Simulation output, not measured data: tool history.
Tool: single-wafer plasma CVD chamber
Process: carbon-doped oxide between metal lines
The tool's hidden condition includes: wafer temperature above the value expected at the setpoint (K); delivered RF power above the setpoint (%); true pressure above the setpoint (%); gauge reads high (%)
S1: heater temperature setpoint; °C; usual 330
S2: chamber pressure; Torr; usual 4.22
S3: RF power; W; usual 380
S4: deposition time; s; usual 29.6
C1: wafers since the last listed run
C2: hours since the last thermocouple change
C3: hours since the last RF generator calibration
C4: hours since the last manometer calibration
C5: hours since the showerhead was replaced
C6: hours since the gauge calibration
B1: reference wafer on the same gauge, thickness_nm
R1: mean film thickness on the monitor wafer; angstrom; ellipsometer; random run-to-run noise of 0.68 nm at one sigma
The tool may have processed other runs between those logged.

run,hour,S1,S2,S3,S4,C1,C2,C3,C4,C5,C6,B1,R1
1,0,330,4.22,380,33.6,0,178,442.5,994,5811.8,2771.7,114.033,1399.3
2,64.8,330,4.22,380,33.6,1970,242.8,507.3,1058.8,5876.6,2836.5,114.162,1409.45
3,170.4,330,4.22,380,33.6,3210,348.4,612.9,1164.4,5982.2,2942.1,113.959,1392.72
4,264.2,330,4.22,415,29.6,2852,442.2,706.7,1258.2,6076,3035.9,114.027,1317.64
5,357.1,330,4.22,415,29.6,2824,535.1,799.6,1351.1,6168.9,3128.8,113.811,1296.86
6,393.4,330,4.22,380,29.6,1103,571.4,835.9,1387.4,6205.2,3165.1,114.015,1226.31
7,586.9,317,3.93,380,25.6,5883,764.9,1029.4,1580.9,6398.7,3358.6,114.09,1091.33
8,665.3,317,3.76,340,29.6,2383,843.3,1107.8,1659.3,6477.1,3437,114.208,1171.22
# hour 864.9: RF generator calibrated
9,867.7,340,4.22,325,31.1,5911,1045.7,2.8,1861.7,6679.5,3639.4,113.826,1136.51
10,910,330,4.22,415,29.6,1286,1088,45.1,1904,6721.8,3681.7,113.991,1299.58
11,1007.9,320,4.97,345,29.6,2976,1185.9,143,2001.9,6819.7,3779.6,113.938,1207.19
12,1093.4,322,3.58,380,24.3,2599,1271.4,228.5,2087.4,6905.2,3865.1,113.921,1026.3
# hour 1134.1: showerhead replaced
13,1172.6,330,4.22,380,29.6,2164,1350.6,307.7,2166.6,38.5,3944.3,114.049,1218.66
14,1230.9,330,4.22,435,29.6,1772,1408.9,366,2224.9,96.8,4002.6,113.832,1340.32
15,1318.7,330,4.22,380,29.6,2669,1496.7,453.8,2312.7,184.6,4090.4,114.04,1226.06
16,1356.5,330,4.22,380,34.4,1149,1534.5,491.6,2350.5,222.4,4128.2,114.187,1421.94
17,1430.1,330,4.22,380,29.6,2237,1608.1,565.2,2424.1,296,4201.8,113.901,1217.68
# hour 1453.6: gauge calibrated
# hour 1479.2: capacitance manometer re-zeroed and calibrated
18,1514.7,343,5.28,310,33.6,2329,1692.7,649.8,35.5,380.6,61.1,113.912,1192.07
# hour 1581.8: thermocouple changed; heater temperature recalibrated
19,1582.3,330,4.22,380,29.6,1812,0.5,717.4,103.1,448.2,128.7,113.95,1211.68
20,1681.5,330,3.92,330,29.6,3016,99.7,816.6,202.3,547.4,227.9,113.904,1100.54
21,1767.7,330,4.22,380,25.5,2621,185.9,902.8,288.5,633.6,314.1,113.881,1050.17
22,1988,343,4.59,380,32.4,6698,406.2,1123.1,508.8,853.9,534.4,113.928,1290.02
23,2089.4,323,4.22,310,29.6,3083,507.6,1224.5,610.2,955.3,635.8,113.919,1074.9
24,2131.1,316,4.22,415,33,1267,549.3,1266.2,651.9,997,677.5,113.916,1485.58
25,2191.3,330,4.22,380,29.6,1830,609.5,1326.4,712.1,1057.2,737.7,114.186,1205.42
# hour 2199.8: RF generator calibrated
26,2277,330,4.22,400,28.1,2362,695.2,77.2,797.8,1142.9,823.4,113.866,1220.72
27,2321.4,330,4.65,380,29.6,1350,739.6,121.6,842.2,1187.3,867.8,114.146,1255.08
28,2392.7,317,3.5,380,29.6,2168,810.9,192.9,913.5,1258.6,939.1,114.046,1288
29,2460.6,330,4.22,380,29.6,2064,878.8,260.8,981.4,1326.5,1007,114.223,1233.09

State the hidden condition of the tool at each of the runs:
wafer temperature above the value expected at the setpoint (K): 0, the same for each run
true pressure above the setpoint (%): 0, the same for each run
gauge reads high (%): 0, the same for each run
H1: delivered RF power above the setpoint (%)
run,H1
1,-0.502
2,-0.633
3,-0.884
4,-1.15
5,-1.44
6,-1.57
7,-2.34
8,-2.69
9,-1.02
10,-1.03
11,-1.06
12,-1.13
13,-1.22
14,-1.31
15,-1.46
16,-1.53
17,-1.7
18,-1.92
19,-2.11
20,-2.44
21,-2.75
22,-3.7
23,-4.21
24,-4.43
25,-4.76
26,-0.488
27,-0.506
28,-0.554
29,-0.619
